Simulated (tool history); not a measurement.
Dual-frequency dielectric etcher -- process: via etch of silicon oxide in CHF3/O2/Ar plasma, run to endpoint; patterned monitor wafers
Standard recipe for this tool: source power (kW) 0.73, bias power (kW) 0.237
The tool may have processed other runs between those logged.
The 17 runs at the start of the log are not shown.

run	hour	source power (kW)	bias power (kW)	incoming incoming film thickness, nm	endpoint time (s)
18	161	0.73	0.237	796.2	330.8
19	169.5	0.79	0.275	788.2	300.8
20	182.5	0.67	0.206	795.7	360.1
21	189.8	0.85	0.267	792.1	297
22	198	0.73	0.196	779	345.1
# hour 204.7: bias power generator calibrated
23	207.5	0.73	0.237	789.9	329.1
24	223.3	0.73	0.237	791.4	330.5
25	240.5	0.62	0.209	792.3	369.7
26	247	0.73	0.237	793.2	332.6
27	259.3	0.73	0.28	793.9	312.5
28	273.5	0.6	0.237	789.5	360.4
29	288.1	0.85	0.237	788.7	308.7
30	298.4	0.87	0.282	788.3	289.5
31	305	0.62	0.199	789.6	375.9
32	316.2	0.8	0.26	789.7	307.9

Forecast each of these 5 alternatives for the next run:
A	316.7	0.73	0.204	785.1	?
B	316.7	0.57	0.194	785.1	?
C	316.7	0.65	0.254	785.1	?
D	316.7	0.9	0.29	785.1	?
E	316.7	0.84	0.209	785.1	?

run	endpoint time (s)
A	346.3
B	393.6
C	338.3
D	280.7
E	323.1
The same runs, with their run-to-run variation unchanged, on a tool lacking any hidden condition would have given:
run	endpoint time (s)
A	340.6
B	387.1
C	332.7
D	276
E	317.8
